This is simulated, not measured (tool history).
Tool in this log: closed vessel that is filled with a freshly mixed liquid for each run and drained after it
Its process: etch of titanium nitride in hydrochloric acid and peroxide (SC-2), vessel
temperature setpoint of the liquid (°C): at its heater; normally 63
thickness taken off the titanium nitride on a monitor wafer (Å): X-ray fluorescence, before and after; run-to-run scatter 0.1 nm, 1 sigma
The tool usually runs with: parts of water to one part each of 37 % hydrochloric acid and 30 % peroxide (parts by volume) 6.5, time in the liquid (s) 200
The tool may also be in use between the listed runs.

run,hour,temperature setpoint of the liquid (°C),parts of water to one part each of 37 % hydrochloric acid and 30 % peroxide (parts by volume),time in the liquid (s),wafers since the last listed run,hours since the thermometer was replaced,hours since the chemicals flow meter was replaced,hours since the drum of peroxide was connected,hours since the gauge calibration,"read-back film thickness of the titanium nitride reference wafer, read on the same gauge (nm)",thickness taken off the titanium nitride on a monitor wafer (Å)
1,0.0,63,6.5,200,0,2436.3,153.4,67.1,23.6,110.01,178.4
2,20.5,63,6.5,165,2428,2456.8,173.9,87.6,44.1,109.98,148.9
3,51.4,63,6.5,110,3660,2487.7,204.8,118.5,75.0,110.04,99.4
4,82.5,63,6.5,200,3683,2518.8,235.9,149.6,106.1,110.01,179.9
5,109.2,63,6.5,200,3162,2545.5,262.6,176.3,132.8,109.96,182.3
6,143.4,63,6.5,200,4050,2579.7,296.8,210.5,167.0,110.03,178.9
7,173.7,63,6.5,200,3588,2610.0,327.1,240.8,197.3,110.01,181.8
8,201.0,63,6.5,200,3233,2637.3,354.4,268.1,224.6,110.02,180.1
9,218.0,63,6.5,200,2013,2654.3,371.4,285.1,241.6,110.00,182.2
10,243.3,63,6.5,200,2996,2679.6,396.7,310.4,266.9,109.99,179.1
11,286.2,63,6.5,200,5081,2722.5,439.6,353.3,309.8,110.00,181.0
# hour 312.8: chemicals flow meter replaced
12,322.2,63,6.5,200,4145,2758.5,9.4,389.3,345.8,109.99,183.7
13,351.3,72,6.5,145,3446,2787.6,38.5,418.4,374.9,110.02,226.8
14,370.0,63,6.5,200,2214,2806.3,57.2,437.1,393.6,110.01,182.5
15,397.2,72,9.0,260,3221,2833.5,84.4,464.3,420.8,109.97,316.5

For run 16, what comes out?
16,418.9,63,6.5,115,2570,2855.2,106.1,486.0,442.5,?,?

Run 16 gave read-back film thickness of the titanium nitride reference wafer, read on the same gauge (nm) 110.01, thickness taken off the titanium nitride on a monitor wafer (Å) 104.3.
With the hidden condition absent and the run-to-run variation left alone, this run would have shown thickness taken off the titanium nitride on a monitor wafer (Å) 90.9.
